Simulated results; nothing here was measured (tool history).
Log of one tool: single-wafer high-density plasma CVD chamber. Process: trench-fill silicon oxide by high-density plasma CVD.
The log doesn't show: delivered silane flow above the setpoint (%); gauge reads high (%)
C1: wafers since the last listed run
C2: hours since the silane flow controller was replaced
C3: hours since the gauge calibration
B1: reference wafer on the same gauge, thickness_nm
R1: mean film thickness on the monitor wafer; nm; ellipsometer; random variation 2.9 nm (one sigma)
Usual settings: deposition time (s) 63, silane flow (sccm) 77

run 1 hour=0 | deposition_time_(s)=63 silane_flow_(sccm)=77 | C1=0 C2=5161.9 C3=95.5 | B1=558.313 | R1=505.193
run 2 hour=32.1 | deposition_time_(s)=63 silane_flow_(sccm)=77 | C1=310 C2=5194 C3=127.6 | B1=557.944 | R1=513.05
run 3 hour=44.6 | deposition_time_(s)=63 silane_flow_(sccm)=77 | C1=120 C2=5206.5 C3=140.1 | B1=559.025 | R1=511.277
run 4 hour=60.5 | deposition_time_(s)=63 silane_flow_(sccm)=70 | C1=153 C2=5222.4 C3=156 | B1=558.795 | R1=465.74
run 5 hour=85.8 | deposition_time_(s)=63 silane_flow_(sccm)=70 | C1=244 C2=5247.7 C3=181.3 | B1=559.582 | R1=465.961
run 6 hour=110.3 | deposition_time_(s)=63 silane_flow_(sccm)=77 | C1=237 C2=5272.2 C3=205.8 | B1=559.552 | R1=516.988
run 7 hour=138 | deposition_time_(s)=63 silane_flow_(sccm)=77 | C1=267 C2=5299.9 C3=233.5 | B1=558.998 | R1=509.384
run 8 hour=162 | deposition_time_(s)=63 silane_flow_(sccm)=77 | C1=232 C2=5323.9 C3=257.5 | B1=558.166 | R1=510.639
run 9 hour=177 | deposition_time_(s)=63 silane_flow_(sccm)=77 | C1=145 C2=5338.9 C3=272.5 | B1=557.167 | R1=515.895
run 10 hour=201.7 | deposition_time_(s)=63 silane_flow_(sccm)=77 | C1=238 C2=5363.6 C3=297.2 | B1=560.198 | R1=516.324
run 11 hour=223.5 | deposition_time_(s)=65.9 silane_flow_(sccm)=77 | C1=210 C2=5385.4 C3=319 | B1=560.048 | R1=537.821
run 12 hour=253.2 | deposition_time_(s)=63 silane_flow_(sccm)=74 | C1=287 C2=5415.1 C3=348.7 | B1=559.67 | R1=494.096
-- hour=265.3 silane flow controller replaced
run 13 hour=276.9 | deposition_time_(s)=63 silane_flow_(sccm)=74 | C1=151 C2=11.6 C3=372.4 | B1=560.354 | R1=494.954
run 14 hour=296.4 | deposition_time_(s)=63 silane_flow_(sccm)=77 | C1=188 C2=31.1 C3=391.9 | B1=558.762 | R1=512.601
run 15 hour=309.1 | deposition_time_(s)=63 silane_flow_(sccm)=77 | C1=122 C2=43.8 C3=404.6 | B1=558.789 | R1=508.681
run 16 hour=341.9 | deposition_time_(s)=63 silane_flow_(sccm)=77 | C1=317 C2=76.6 C3=437.4 | B1=559.852 | R1=508.5
run 17 hour=369.3 | deposition_time_(s)=67.7 silane_flow_(sccm)=68 | C1=265 C2=104 C3=464.8 | B1=558.757 | R1=484.714
run 18 hour=383.4 | deposition_time_(s)=63 silane_flow_(sccm)=77 | C1=136 C2=118.1 C3=478.9 | B1=558.781 | R1=514.824
run 19 hour=413.6 | deposition_time_(s)=63 silane_flow_(sccm)=77 | C1=292 C2=148.3 C3=509.1 | B1=558.935 | R1=514.833
run 20 hour=437.6 | deposition_time_(s)=51.8 silane_flow_(sccm)=77 | C1=232 C2=172.3 C3=533.1 | B1=558.579 | R1=426.287
run 21 hour=456.4 | deposition_time_(s)=53.5 silane_flow_(sccm)=88 | C1=181 C2=191.1 C3=551.9 | B1=559.138 | R1=491.863
run 22 hour=472.8 | deposition_time_(s)=53.8 silane_flow_(sccm)=90 | C1=158 C2=207.5 C3=568.3 | B1=559.243 | R1=515.926
run 23 hour=504.8 | deposition_time_(s)=63 silane_flow_(sccm)=77 | C1=309 C2=239.5 C3=600.3 | B1=559.101 | R1=517.354
run 24 hour=531.8 | deposition_time_(s)=71.3 silane_flow_(sccm)=85 | C1=261 C2=266.5 C3=627.3 | B1=559.491 | R1=642.627
run 25 hour=551.9 | deposition_time_(s)=59.5 silane_flow_(sccm)=84 | C1=194 C2=286.6 C3=647.4 | B1=558.567 | R1=530.36
run 26 hour=567 | deposition_time_(s)=57.8 silane_flow_(sccm)=77 | C1=146 C2=301.7 C3=662.5 | B1=558.289 | R1=470.591
-- hour=572.6 gauge calibrated
run 27 hour=580.1 | deposition_time_(s)=53.5 silane_flow_(sccm)=88 | C1=126 C2=314.8 C3=7.5 | B1=559.643 | R1=498.698
run 28 hour=610.3 | deposition_time_(s)=50.4 silane_flow_(sccm)=65 | C1=292 C2=345 C3=37.7 | B1=557.805 | R1=343.056
run 29 hour=629.1 | deposition_time_(s)=70.3 silane_flow_(sccm)=64 | C1=181 C2=363.8 C3=56.5 | B1=558.849 | R1=476.209
run 30 hour=661.6 | deposition_time_(s)=68.6 silane_flow_(sccm)=86 | C1=314 C2=396.3 C3=89 | B1=558.686 | R1=622.85
run 31 hour=680.6 | deposition_time_(s)=68.6 silane_flow_(sccm)=86 | C1=183 C2=415.3 C3=108 | B1=558.566 | R1=617.449
run 32 hour=740.8 | deposition_time_(s)=70.1 silane_flow_(sccm)=63 | C1=582 C2=475.5 C3=168.2 | B1=558.992 | R1=465.143

4 ways to go on from here, each from the tool as it stands after run 32. What would each give?
run A hour=741.2 | deposition_time_(s)=63 silane_flow_(sccm)=71 | C1=3 C2=475.9 C3=168.6 | B1=? | R1=?
run B hour=741.2 | deposition_time_(s)=58.4 silane_flow_(sccm)=77 | C1=3 C2=475.9 C3=168.6 | B1=? | R1=?
run C hour=741.2 | deposition_time_(s)=57.8 silane_flow_(sccm)=68 | C1=3 C2=475.9 C3=168.6 | B1=? | R1=?
run D hour=741.2 | deposition_time_(s)=58.8 silane_flow_(sccm)=67 | C1=3 C2=475.9 C3=168.6 | B1=? | R1=?

run=A B1=558.806 R1=472.357
run=B B1=558.806 R1=474.87
run=C B1=558.806 R1=415.057
run=D B1=558.806 R1=416.029
Without the tool's hidden state the same runs would have given:
run=A R1=472.357
run=B R1=474.87
run=C R1=415.057
run=D R1=416.029

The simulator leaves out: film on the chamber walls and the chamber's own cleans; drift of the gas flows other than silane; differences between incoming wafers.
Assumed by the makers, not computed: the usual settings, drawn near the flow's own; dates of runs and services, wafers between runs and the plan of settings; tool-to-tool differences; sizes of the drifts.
